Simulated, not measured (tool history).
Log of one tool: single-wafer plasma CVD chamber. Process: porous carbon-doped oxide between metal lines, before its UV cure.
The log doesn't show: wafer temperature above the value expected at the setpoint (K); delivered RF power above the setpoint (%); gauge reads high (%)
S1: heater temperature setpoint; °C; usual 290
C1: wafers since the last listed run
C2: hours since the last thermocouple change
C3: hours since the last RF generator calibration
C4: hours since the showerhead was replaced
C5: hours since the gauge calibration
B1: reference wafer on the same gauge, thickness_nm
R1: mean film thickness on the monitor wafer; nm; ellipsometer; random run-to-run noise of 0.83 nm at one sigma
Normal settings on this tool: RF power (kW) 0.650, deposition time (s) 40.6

run 1 day=0.000 | S1=290 RF_power_(kW)=0.650 deposition_time_(s)=40.6 | C1=0 C2=3004.3 C3=1044.2 C4=6404.8 C5=151.8 | B1=227.108 | R1=263.456
run 2 day=0.683 | S1=290 RF_power_(kW)=0.650 deposition_time_(s)=40.6 | C1=402 C2=3020.7 C3=1060.6 C4=6421.2 C5=168.2 | B1=227.041 | R1=263.526
run 3 day=1.350 | S1=301 RF_power_(kW)=0.650 deposition_time_(s)=40.6 | C1=392 C2=3036.7 C3=1076.6 C4=6437.2 C5=184.2 | B1=227.150 | R1=249.243
run 4 day=1.796 | S1=301 RF_power_(kW)=0.650 deposition_time_(s)=40.6 | C1=262 C2=3047.4 C3=1087.3 C4=6447.9 C5=194.9 | B1=227.020 | R1=249.464
run 5 day=2.317 | S1=301 RF_power_(kW)=0.650 deposition_time_(s)=40.6 | C1=306 C2=3059.9 C3=1099.8 C4=6460.4 C5=207.4 | B1=227.056 | R1=247.095
run 6 day=2.704 | S1=290 RF_power_(kW)=0.650 deposition_time_(s)=40.6 | C1=228 C2=3069.2 C3=1109.1 C4=6469.7 C5=216.7 | B1=226.806 | R1=264.170
run 7 day=3.179 | S1=290 RF_power_(kW)=0.650 deposition_time_(s)=40.6 | C1=279 C2=3080.6 C3=1120.5 C4=6481.1 C5=228.1 | B1=226.945 | R1=262.390
run 8 day=3.721 | S1=290 RF_power_(kW)=0.650 deposition_time_(s)=40.6 | C1=319 C2=3093.6 C3=1133.5 C4=6494.1 C5=241.1 | B1=226.821 | R1=261.523
run 9 day=3.996 | S1=290 RF_power_(kW)=0.650 deposition_time_(s)=40.6 | C1=161 C2=3100.2 C3=1140.1 C4=6500.7 C5=247.7 | B1=226.814 | R1=262.950
run 10 day=4.421 | S1=290 RF_power_(kW)=0.650 deposition_time_(s)=40.6 | C1=250 C2=3110.4 C3=1150.3 C4=6510.9 C5=257.9 | B1=227.001 | R1=263.158
run 11 day=4.912 | S1=290 RF_power_(kW)=0.650 deposition_time_(s)=40.6 | C1=289 C2=3122.2 C3=1162.1 C4=6522.7 C5=269.7 | B1=227.011 | R1=263.191
run 12 day=5.167 | S1=290 RF_power_(kW)=0.650 deposition_time_(s)=40.6 | C1=149 C2=3128.3 C3=1168.2 C4=6528.8 C5=275.8 | B1=227.062 | R1=262.962
run 13 day=5.425 | S1=290 RF_power_(kW)=0.610 deposition_time_(s)=44.2 | C1=152 C2=3134.5 C3=1174.4 C4=6535.0 C5=282.0 | B1=227.080 | R1=270.298
run 14 day=6.058 | S1=282 RF_power_(kW)=0.650 deposition_time_(s)=40.6 | C1=373 C2=3149.7 C3=1189.6 C4=6550.2 C5=297.2 | B1=226.893 | R1=276.572
run 15 day=6.354 | S1=282 RF_power_(kW)=0.650 deposition_time_(s)=40.6 | C1=174 C2=3156.8 C3=1196.7 C4=6557.3 C5=304.3 | B1=226.787 | R1=275.453
run 16 day=7.054 | S1=290 RF_power_(kW)=0.650 deposition_time_(s)=40.6 | C1=412 C2=3173.6 C3=1213.5 C4=6574.1 C5=321.1 | B1=227.060 | R1=263.314
run 17 day=7.729 | S1=290 RF_power_(kW)=0.650 deposition_time_(s)=40.6 | C1=397 C2=3189.8 C3=1229.7 C4=6590.3 C5=337.3 | B1=226.823 | R1=264.019
-- day=8.300 thermocouple changed; heater temperature recalibrated
run 18 day=8.433 | S1=300 RF_power_(kW)=0.610 deposition_time_(s)=44.3 | C1=218 C2=3.2 C3=1246.6 C4=6607.2 C5=354.2 | B1=226.837 | R1=253.991

What does the tool deliver on the next run?
run 19 day=9.108 | S1=279 RF_power_(kW)=0.650 deposition_time_(s)=40.6 | C1=397 C2=19.4 C3=1262.8 C4=6623.4 C5=370.4 | B1=? | R1=?

B1: 227.005
R1: 280.191 nm
The same run, on a tool lacking any hidden state, would have yielded R1 280.191 nm.
